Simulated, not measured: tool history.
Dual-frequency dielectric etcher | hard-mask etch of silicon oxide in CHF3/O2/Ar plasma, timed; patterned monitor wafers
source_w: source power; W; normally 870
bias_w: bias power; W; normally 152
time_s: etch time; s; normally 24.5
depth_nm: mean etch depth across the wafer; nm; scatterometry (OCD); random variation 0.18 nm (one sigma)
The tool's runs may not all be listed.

run	hour	source_w	bias_w	time_s	read-back reference wafer on the same gauge, depth_nm	depth_nm
1	0	870	152	24.5	48.8	55
2	56.7	870	152	24.5	48.8	55
3	115.6	870	152	24.5	48.8	55.3
4	184.1	870	152	24.5	48.8	55.4
5	261.6	870	152	24.5	48.8	55.8
6	317.9	870	182	22	48.8	52.4
7	362.9	870	182	22	48.8	52.4
# hour 393.1: wet clean of the chamber
8	608.1	870	152	21	48.8	47.3
9	653.3	870	152	21	48.8	47.1
10	754.6	870	152	21	48.8	47.1
# hour 765.9: source power generator calibrated
11	860.8	870	152	24.5	48.8	55.5
# hour 907.7: bias power generator calibrated
12	908.2	870	152	24.5	48.8	55.8
# hour 975.4: wet clean of the chamber
# hour 994.3: upper electrode replaced
13	994.8	870	152	30.5	48.8	68.1
14	1014.9	870	152	18	48.8	40.2
15	1102.1	870	152	24.5	48.8	55
16	1191	870	152	24.5	48.8	55.5
17	1266.7	690	168	32	48.8	66.8
18	1360	990	133	31.5	48.8	73.4
19	1424.1	690	171	24.5	48.8	51.9
# hour 1506.9: wet clean of the chamber
20	1507.6	690	152	21.5	48.8	42.9
21	1612.9	870	152	24.5	48.8	54.7
# hour 1646.1: gauge calibrated
22	1654.3	870	182	22	48.8	51.2
23	1734.6	1090	132	28	48.8	67.4
24	1811	870	152	24.5	48.8	55.1
25	1905.9	950	178	30.5	48.8	74.7
26	1981.9	870	152	31	48.8	70.4
27	2060.7	870	152	24.5	48.8	56.2
# hour 2168.6: wet clean of the chamber
28	2169.1	750	152	19	48.8	39.5
29	2188.2	870	152	24.5	48.8	54.5
30	2238.8	870	152	24.5	48.8	54.6
31	2281.1	1060	152	24.5	48.8	59.6

Pick out some run-to-run changes in depth_nm. Of each, how much would a tool without hidden state show as well, from the settings, what came in and chance, and how much is left for the hidden state and any gauge scatter not in both results compared?
The hidden state here: etch rate over this chamber's usual, %; source power that arrives over what is set, %; bias power that arrives over what is set, %; gauge reads high (%).
Run 7 -> 8: bias_w 182 -> 152, time_s 22 -> 21, wet clean of the chamber. depth_nm -5.1 nm: hidden state -1.1, all else -4.
Run 13 -> 14: time_s 30.5 -> 18. depth_nm -27.9 nm: hidden state -0.1, all else -27.8.
Run 18 -> 19: source_w 990 -> 690, bias_w 133 -> 171, time_s 31.5 -> 24.5. depth_nm -21.5 nm: hidden state -0.4, all else -21.1.
Run 19 -> 20: bias_w 171 -> 152, time_s 24.5 -> 21.5, wet clean of the chamber. depth_nm -9 nm: hidden state -1.5, all else -7.5.
Run 24 -> 25: source_w 870 -> 950, bias_w 152 -> 178, time_s 24.5 -> 30.5. depth_nm +19.6 nm: hidden state +0.7, all else +18.9.
Run 27 -> 28: source_w 870 -> 750, time_s 24.5 -> 19, wet clean of the chamber. depth_nm -16.7 nm: hidden state -1.5, all else -15.2.
